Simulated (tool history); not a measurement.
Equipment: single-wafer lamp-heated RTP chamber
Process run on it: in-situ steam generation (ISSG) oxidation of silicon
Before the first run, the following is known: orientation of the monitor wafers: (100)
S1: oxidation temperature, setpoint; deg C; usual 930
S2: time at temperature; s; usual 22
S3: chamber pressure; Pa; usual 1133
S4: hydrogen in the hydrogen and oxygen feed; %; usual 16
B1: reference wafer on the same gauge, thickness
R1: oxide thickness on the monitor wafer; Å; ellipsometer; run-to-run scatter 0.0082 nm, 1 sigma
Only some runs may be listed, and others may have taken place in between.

run 1 hour=0 | S1=919 S2=22 S3=1133 S4=16 | B1=4.312 | R1=39.71
run 2 hour=15.7 | S1=930 S2=22 S3=1133 S4=16 | B1=4.312 | R1=40.82
run 3 hour=32.6 | S1=930 S2=22 S3=1133 S4=16 | B1=4.313 | R1=40.85
run 4 hour=49.1 | S1=930 S2=22 S3=1133 S4=16 | B1=4.311 | R1=40.88
run 5 hour=65.8 | S1=930 S2=22 S3=1133 S4=16 | B1=4.309 | R1=41.01
run 6 hour=82.6 | S1=930 S2=22 S3=1133 S4=16 | B1=4.311 | R1=41.14
-- hour=98.1 hydrogen flow controller replaced
run 7 hour=99.6 | S1=930 S2=22 S3=1133 S4=16 | B1=4.309 | R1=41.16
-- hour=101.3 gauge calibrated
run 8 hour=109.6 | S1=930 S2=22 S3=1133 S4=16 | B1=4.314 | R1=41.31
run 9 hour=123.4 | S1=930 S2=17 S3=1133 S4=16 | B1=4.308 | R1=37.16
-- hour=137.1 pressure gauge zeroed
run 10 hour=140 | S1=930 S2=22 S3=1133 S4=16 | B1=4.309 | R1=41.26
run 11 hour=157.5 | S1=936 S2=29 S3=1133 S4=11 | B1=4.309 | R1=44
-- hour=170.7 pyrometer window cleaned and pyrometer calibrated
run 12 hour=174.4 | S1=930 S2=28 S3=933 S4=21 | B1=4.309 | R1=47.29
run 13 hour=186.5 | S1=930 S2=22 S3=1133 S4=16 | B1=4.31 | R1=40.23
run 14 hour=192.9 | S1=930 S2=22 S3=1133 S4=16 | B1=4.31 | R1=40.17
run 15 hour=203.9 | S1=917 S2=26 S3=973 S4=20 | B1=4.311 | R1=43.73
run 16 hour=210.8 | S1=930 S2=22 S3=1267 S4=16 | B1=4.308 | R1=40.02
run 17 hour=220.1 | S1=930 S2=18 S3=1133 S4=16 | B1=4.31 | R1=37.29
run 18 hour=237.1 | S1=917 S2=30 S3=1133 S4=25 | B1=4.311 | R1=48.83
run 19 hour=246.1 | S1=930 S2=22 S3=1133 S4=16 | B1=4.311 | R1=40.32
run 20 hour=258.9 | S1=943 S2=19 S3=1267 S4=25 | B1=4.307 | R1=43.08

What if the next run were any one of these 5? Each begins from the tool's condition after run 20:
run A hour=259.4 | S1=930 S2=22 S3=1133 S4=16 | B1=? | R1=?
run B hour=259.4 | S1=917 S2=13 S3=1133 S4=16 | B1=? | R1=?
run C hour=259.4 | S1=930 S2=13 S3=1133 S4=21 | B1=? | R1=?
run D hour=259.4 | S1=930 S2=22 S3=1253 S4=16 | B1=? | R1=?
run E hour=259.4 | S1=930 S2=22 S3=1133 S4=11 | B1=? | R1=?

run=A B1=4.308 R1=40.33
run=B B1=4.308 R1=32.05
run=C B1=4.308 R1=35.12
run=D B1=4.308 R1=40.03
run=E B1=4.308 R1=37.38
The same runs, with their run-to-run variation unchanged, on a tool lacking any hidden condition would have given:
run=A R1=40.12
run=B R1=31.93
run=C R1=34.97
run=D R1=39.82
run=E R1=37.19

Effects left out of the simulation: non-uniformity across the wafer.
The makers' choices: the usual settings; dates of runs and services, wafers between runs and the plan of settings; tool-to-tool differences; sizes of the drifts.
